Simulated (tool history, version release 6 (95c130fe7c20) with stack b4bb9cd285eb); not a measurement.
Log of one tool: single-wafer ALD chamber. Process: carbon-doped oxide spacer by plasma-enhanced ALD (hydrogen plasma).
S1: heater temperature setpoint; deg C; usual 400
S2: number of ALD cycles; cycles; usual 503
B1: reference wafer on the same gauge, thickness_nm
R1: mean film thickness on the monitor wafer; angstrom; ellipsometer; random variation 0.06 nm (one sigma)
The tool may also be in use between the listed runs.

{"run": 1, "hour": 0.0, "S1": 400, "S2": 503, "B1": 26.215, "R1": 237.82}
{"run": 2, "hour": 53.5, "S1": 400, "S2": 503, "B1": 26.2, "R1": 237.39}
{"run": 3, "hour": 249.9, "S1": 400, "S2": 503, "B1": 26.201, "R1": 237.92}
{"run": 4, "hour": 289.9, "S1": 400, "S2": 462, "B1": 26.199, "R1": 218.77}
{"run": 5, "hour": 347.2, "S1": 400, "S2": 474, "B1": 26.207, "R1": 223.49}
{"run": 6, "hour": 415.2, "S1": 388, "S2": 561, "B1": 26.209, "R1": 269.24}
{"run": 7, "hour": 580.3, "S1": 388, "S2": 561, "B1": 26.213, "R1": 268.41}
{"run": 8, "hour": 650.5, "S1": 400, "S2": 503, "B1": 26.189, "R1": 241.38}
{"run": 9, "hour": 708.8, "S1": 400, "S2": 503, "B1": 26.208, "R1": 241.8}
{"run": 10, "hour": 769.0, "S1": 400, "S2": 503, "B1": 26.201, "R1": 240.36}
{"run": 11, "hour": 797.7, "S1": 400, "S2": 503, "B1": 26.202, "R1": 241.0}
{"run": 12, "hour": 869.4, "S1": 400, "S2": 535, "B1": 26.198, "R1": 255.88}
{"run": 13, "hour": 909.4, "S1": 408, "S2": 543, "B1": 26.199, "R1": 254.44}
{"run": 14, "hour": 957.1, "S1": 410, "S2": 601, "B1": 26.199, "R1": 279.43}
{"run": 15, "hour": 985.5, "S1": 400, "S2": 503, "B1": 26.197, "R1": 241.82}
{"run": 16, "hour": 1043.0, "S1": 391, "S2": 542, "B1": 26.202, "R1": 260.11}
{"run": 17, "hour": 1077.3, "S1": 396, "S2": 556, "B1": 26.207, "R1": 267.12}
{"run": 18, "hour": 1144.0, "S1": 413, "S2": 425, "B1": 26.204, "R1": 196.33}
{"run": 19, "hour": 1192.0, "S1": 405, "S2": 438, "B1": 26.197, "R1": 205.68}
{"run": 20, "hour": 1221.1, "S1": 407, "S2": 503, "B1": 26.209, "R1": 235.52}

Taken out of this log: 2 entries between the listed runs. Where each belongs, and how the hidden state differs across it:
Between runs 6 and 7: thermocouple changed; heater temperature recalibrated (hour 454.0)
  wafer temperature above the value expected at the setpoint (K): 6.37 -> 0.349
  measured less the result without the state, R1: +0.00 -> +0.00 angstrom
Between runs 9 and 10: gauge calibrated (hour 758.5)
  wafer temperature above the value expected at the setpoint (K): 0.829 -> 1.05
  measured less the result without the state, R1: -0.53 -> -0.67 angstrom
